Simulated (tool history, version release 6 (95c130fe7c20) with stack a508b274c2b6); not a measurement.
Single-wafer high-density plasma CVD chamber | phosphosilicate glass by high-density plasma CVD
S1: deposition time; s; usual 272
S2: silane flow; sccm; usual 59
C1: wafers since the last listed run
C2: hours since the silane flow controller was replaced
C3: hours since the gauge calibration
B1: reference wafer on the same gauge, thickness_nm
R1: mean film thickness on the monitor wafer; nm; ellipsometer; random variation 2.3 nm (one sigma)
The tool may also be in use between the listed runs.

Run 1, hour 0.0: usual settings; C1 0; C2 2374.1; C3 104.0; B1 1320.454. Result: R1 1430.296 nm.
Run 2, hour 21.0: usual settings; C1 104; C2 2395.1; C3 125.0; B1 1321.041. Result: R1 1430.400 nm.
Run 3, hour 32.6: usual settings; C1 57; C2 2406.7; C3 136.6; B1 1319.485. Result: R1 1427.634 nm.
Run 4, hour 50.4: usual settings; C1 88; C2 2424.5; C3 154.4; B1 1319.443. Result: R1 1429.978 nm.
Run 5, hour 60.3: usual settings; C1 49; C2 2434.4; C3 164.3; B1 1319.433. Result: R1 1424.462 nm.
At hour 69.1: silane flow controller replaced.
Run 6, hour 71.6: usual settings; C1 16; C2 2.5; C3 175.6; B1 1319.769. Result: R1 1532.623 nm.
At hour 77.3: gauge calibrated.
Run 7, hour 80.8: usual settings; C1 45; C2 11.7; C3 3.5; B1 1320.922. Result: R1 1526.531 nm.
Run 8, hour 95.6: usual settings but S1 313 s, S2 51 sccm; C1 73; C2 26.5; C3 18.3; B1 1319.381. Result: R1 1518.635 nm.
Run 9, hour 107.4: usual settings; C1 58; C2 38.3; C3 30.1; B1 1319.354. Result: R1 1530.878 nm.
Run 10, hour 123.3: usual settings but S1 300 s; C1 78; C2 54.2; C3 46.0; B1 1319.709. Result: R1 1684.919 nm.
Run 11, hour 136.0: usual settings but S1 301 s, S2 55 sccm; C1 62; C2 66.9; C3 58.7; B1 1320.998. Result: R1 1578.857 nm.
Run 12, hour 151.1: usual settings but S1 300 s; C1 74; C2 82.0; C3 73.8; B1 1319.563. Result: R1 1686.182 nm.
Run 13, hour 166.3: usual settings but S1 287 s, S2 53 sccm; C1 75; C2 97.2; C3 89.0; B1 1320.654. Result: R1 1449.134 nm.
Run 14, hour 174.2: usual settings; C1 39; C2 105.1; C3 96.9; B1 1319.772. Result: R1 1527.488 nm.

How the hidden state differs across the entries between the runs, from the last listed run before each to the first after it:
Between runs 5 and 6: silane flow controller replaced (hour 69.1)
  delivered silane flow above the setpoint (%): -6.68 -> 0.0102
  measured less the result without the state, R1: -102.014 -> +0.156 nm
Between runs 6 and 7: gauge calibrated (hour 77.3)
  delivered silane flow above the setpoint (%): 0.0102 -> 0.00999
  measured less the result without the state, R1: +0.156 -> +0.153 nm
